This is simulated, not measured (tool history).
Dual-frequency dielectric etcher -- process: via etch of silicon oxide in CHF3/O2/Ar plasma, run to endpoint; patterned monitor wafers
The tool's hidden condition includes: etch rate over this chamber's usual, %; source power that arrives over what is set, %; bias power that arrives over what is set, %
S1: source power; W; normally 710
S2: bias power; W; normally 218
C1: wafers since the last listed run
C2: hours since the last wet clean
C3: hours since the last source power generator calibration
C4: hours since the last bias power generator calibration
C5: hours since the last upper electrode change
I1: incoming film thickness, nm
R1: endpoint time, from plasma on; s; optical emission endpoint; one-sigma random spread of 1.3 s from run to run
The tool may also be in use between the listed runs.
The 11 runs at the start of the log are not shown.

run	hour	S1	S2	C1	C2	C3	C4	C5	I1	R1
12	767.5	710	218	155	563.9	2314.9	1942.7	4649.4	750	336
# hour 792.3: wet clean of the chamber
13	854.5	820	218	252	62.2	2401.9	2029.7	4736.4	756.2	315.6
14	933.6	820	218	316	141.3	2481	2108.8	4815.5	752	314.2
15	1019.7	710	245	344	227.4	2567.1	2194.9	4901.6	747.4	320.4
16	1096.6	710	218	307	304.3	2644	2271.8	4978.5	752.6	339.4
17	1172.5	600	196	303	380.2	2719.9	2347.7	5054.4	751.4	387.3
18	1239.9	710	195	269	447.6	2787.3	2415.1	5121.8	756.3	358.9
19	1305.4	780	233	262	513.1	2852.8	2480.6	5187.3	747.9	312.9
# hour 1316: source power generator calibrated
# hour 1361.6: wet clean of the chamber
20	1383.8	650	259	201	22.2	67.8	2559	5265.7	751	319.5
21	1462.1	710	218	313	100.5	146.1	2637.3	5344	749	332
22	1530.2	710	252	272	168.6	214.2	2705.4	5412.1	751	311.8
23	1595	610	204	259	233.4	279	2770.2	5476.9	745.6	369.4
# hour 1647.4: upper electrode replaced
24	1661.3	710	218	169	299.7	345.3	2836.5	13.9	750.1	331.7
25	1765	710	241	415	403.4	449	2940.2	117.6	753.9	318.7
# hour 1969.6: wet clean of the chamber
# hour 1979.4: bias power generator calibrated
26	2007.4	710	218	858	37.8	691.4	28	360	746.4	329.3
27	2194	710	218	746	224.4	878	214.6	546.6	746.8	331.9
28	2277	870	203	332	307.4	961	297.6	629.6	756.6	315
29	2368.5	610	238	366	398.9	1052.5	389.1	721.1	751.1	348.2
30	2442.4	840	233	295	472.8	1126.4	463	795	755.9	300
31	2498.9	710	218	226	529.3	1182.9	519.5	851.5	747.5	333
32	2539.8	590	268	163	570.2	1223.8	560.4	892.4	748.1	331.6
# hour 2629.8: wet clean of the chamber
33	2630.3	590	271	266	0.5	1314.3	650.9	982.9	755.2	331.7
34	2695.7	840	170	261	65.9	1379.7	716.3	1048.3	749.7	348.2

What if the next run were any one of these 5? Each begins from the tool's condition after run 34:
A	2696.2	710	218	2	66.4	1380.2	716.8	1048.8	751.3	?
B	2696.2	710	265	2	66.4	1380.2	716.8	1048.8	751.3	?
C	2696.2	780	266	2	66.4	1380.2	716.8	1048.8	751.3	?
D	2696.2	660	254	2	66.4	1380.2	716.8	1048.8	751.3	?
E	2696.2	530	263	2	66.4	1380.2	716.8	1048.8	751.3	?

run	R1
A	332.1
B	303.2
C	289.5
D	320.4
E	352.3
Had the tool no hidden state, the same runs would have come out as:
run	R1
A	330.8
B	302
C	288.3
D	319.1
E	350.9
